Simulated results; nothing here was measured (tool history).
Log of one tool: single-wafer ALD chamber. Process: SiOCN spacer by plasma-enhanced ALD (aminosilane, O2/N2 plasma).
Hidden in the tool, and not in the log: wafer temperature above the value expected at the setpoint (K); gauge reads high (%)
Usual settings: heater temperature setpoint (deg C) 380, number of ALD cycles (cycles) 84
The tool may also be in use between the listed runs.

| run | hour | heater temperature setpoint (deg C) | number of ALD cycles (cycles) | wafers since the last listed run | hours since the last thermocouple change | hours since the gauge calibration | read-back reference wafer on the same gauge, thickness_nm | mean film thickness on the monitor wafer (Å) |
|---|---|---|---|---|---|---|---|---|
| 1 | 0.0 | 380 | 94 | 0 | 1467.6 | 505.4 | 4.138 | 56.19 |
| 2 | 30.5 | 380 | 94 | 93 | 1498.1 | 535.9 | 4.138 | 56.25 |
| 3 | 57.5 | 380 | 94 | 82 | 1525.1 | 562.9 | 4.137 | 56.57 |
| 4 | 75.4 | 380 | 71 | 54 | 1543.0 | 580.8 | 4.140 | 42.46 |
| 5 | 102.0 | 380 | 71 | 81 | 1569.6 | 607.4 | 4.135 | 42.50 |
| 6 | 157.9 | 380 | 71 | 170 | 1625.5 | 663.3 | 4.134 | 42.53 |
| 7 | 188.7 | 380 | 73 | 94 | 1656.3 | 694.1 | 4.130 | 43.73 |
| 8 | 275.3 | 380 | 84 | 264 | 1742.9 | 780.7 | 4.129 | 50.36 |
| 9 | 307.8 | 380 | 72 | 99 | 1775.4 | 813.2 | 4.129 | 42.82 |
| 10 | 332.5 | 380 | 72 | 75 | 1800.1 | 837.9 | 4.126 | 42.99 |
| 11 | 345.9 | 380 | 72 | 40 | 1813.5 | 851.3 | 4.126 | 42.97 |
|  | 362.2 | gauge calibrated |
| 12 | 441.5 | 380 | 84 | 292 | 1909.1 | 79.3 | 4.223 | 51.40 |
| 13 | 472.5 | 380 | 84 | 94 | 1940.1 | 110.3 | 4.214 | 51.02 |
| 14 | 502.7 | 391 | 78 | 92 | 1970.3 | 140.5 | 4.205 | 47.47 |
| 15 | 531.3 | 387 | 84 | 87 | 1998.9 | 169.1 | 4.200 | 51.16 |
| 16 | 550.4 | 380 | 96 | 58 | 2018.0 | 188.2 | 4.192 | 58.14 |
|  | 566.1 | thermocouple changed; heater temperature recalibrated |
| 17 | 585.3 | 389 | 89 | 82 | 19.2 | 223.1 | 4.182 | 53.84 |
| 18 | 693.2 | 380 | 67 | 330 | 127.1 | 331.0 | 4.163 | 40.19 |
| 19 | 725.5 | 380 | 78 | 98 | 159.4 | 363.3 | 4.162 | 46.86 |
| 20 | 738.9 | 380 | 84 | 40 | 172.8 | 376.7 | 4.162 | 50.61 |
| 21 | 751.6 | 366 | 94 | 38 | 185.5 | 389.4 | 4.153 | 56.72 |
| 22 | 782.5 | 380 | 84 | 94 | 216.4 | 420.3 | 4.151 | 50.65 |
| 23 | 807.2 | 380 | 84 | 75 | 241.1 | 445.0 | 4.147 | 50.44 |
| 24 | 820.7 | 380 | 75 | 41 | 254.6 | 458.5 | 4.146 | 44.95 |
| 25 | 838.2 | 369 | 92 | 53 | 272.1 | 476.0 | 4.145 | 55.19 |
| 26 | 852.1 | 367 | 68 | 42 | 286.0 | 489.9 | 4.147 | 40.80 |
| 27 | 873.7 | 367 | 79 | 66 | 307.6 | 511.5 | 4.147 | 47.37 |

Branching from run 27: 3 alternative next runs. What would each branch give?
| A | 874.3 | 380 | 76 | 1 | 308.2 | 512.1 | ? | ? |
| B | 874.3 | 376 | 69 | 1 | 308.2 | 512.1 | ? | ? |
| C | 874.3 | 380 | 74 | 1 | 308.2 | 512.1 | ? | ? |

| run | read-back reference wafer on the same gauge, thickness_nm | mean film thickness on the monitor wafer (Å) |
|---|---|---|
| A | 4.146 | 45.50 |
| B | 4.146 | 41.31 |
| C | 4.146 | 44.31 |
The same runs, with their run-to-run variation unchanged, on a tool lacking any hidden condition would have given:
| run | mean film thickness on the monitor wafer (Å) |
|---|---|
| A | 46.77 |
| B | 42.46 |
| C | 45.54 |
